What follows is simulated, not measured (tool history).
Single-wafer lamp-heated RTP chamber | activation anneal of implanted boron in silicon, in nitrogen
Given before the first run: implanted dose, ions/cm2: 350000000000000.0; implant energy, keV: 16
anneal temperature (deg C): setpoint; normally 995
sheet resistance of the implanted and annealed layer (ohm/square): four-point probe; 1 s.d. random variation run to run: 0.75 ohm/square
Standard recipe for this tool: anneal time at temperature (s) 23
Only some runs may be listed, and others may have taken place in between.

| run | hour | anneal temperature (deg C) | anneal time at temperature (s) | read-back reference wafer on the same gauge, sheet resistance | sheet resistance of the implanted and annealed layer (ohm/square) |
|---|---|---|---|---|---|
| 1 | 0.0 | 979 | 23 | 349.96 | 309.45 |
| 2 | 37.0 | 979 | 23 | 350.05 | 309.74 |
| 3 | 91.1 | 979 | 23 | 349.93 | 307.74 |
|  | 100.9 | pyrometer window cleaned and pyrometer calibrated |
| 4 | 121.2 | 995 | 23 | 350.12 | 307.82 |
|  | 144.7 | reflector plate cleaned |
| 5 | 162.9 | 995 | 15 | 349.94 | 308.73 |
| 6 | 232.8 | 995 | 19 | 350.04 | 307.63 |
| 7 | 290.3 | 988 | 17 | 349.87 | 308.36 |
| 8 | 318.5 | 981 | 23 | 350.06 | 311.01 |
| 9 | 355.0 | 981 | 23 | 349.93 | 309.34 |
|  | 403.2 | pyrometer window cleaned and pyrometer calibrated |
| 10 | 412.1 | 981 | 23 | 350.03 | 315.54 |
| 11 | 446.0 | 995 | 23 | 350.29 | 307.00 |
| 12 | 470.7 | 995 | 23 | 349.87 | 307.69 |
| 13 | 512.9 | 995 | 23 | 349.91 | 306.99 |
|  | 567.9 | gauge calibrated |
| 14 | 575.5 | 995 | 23 | 349.83 | 304.27 |
| 15 | 640.7 | 986 | 10 | 349.85 | 310.46 |
|  | 697.5 | pyrometer window cleaned and pyrometer calibrated |
| 16 | 698.0 | 1006 | 10 | 349.96 | 307.53 |
| 17 | 720.8 | 968 | 23 | 350.29 | 327.47 |
| 18 | 773.0 | 995 | 23 | 350.09 | 306.16 |
| 19 | 806.2 | 973 | 13 | 350.16 | 321.64 |
| 20 | 875.7 | 976 | 23 | 350.13 | 313.45 |
| 21 | 909.2 | 995 | 23 | 350.02 | 304.00 |
| 22 | 938.7 | 1013 | 17 | 350.04 | 302.46 |
|  | 965.3 | pyrometer window cleaned and pyrometer calibrated |
|  | 985.1 | reflector plate cleaned |
| 23 | 1009.5 | 995 | 12 | 350.20 | 308.31 |
| 24 | 1056.5 | 1008 | 12 | 350.00 | 305.43 |
| 25 | 1115.3 | 995 | 23 | 350.08 | 304.22 |

The next listed run, before its measurement:
| 26 | 1146.3 | 995 | 32 | ? | ? |

Run 26 gave read-back reference wafer on the same gauge, sheet resistance 349.97, sheet resistance of the implanted and annealed layer (ohm/square) 304.11.
Had the tool carried no hidden state, the very same run would have given sheet resistance of the implanted and annealed layer (ohm/square) 306.87.
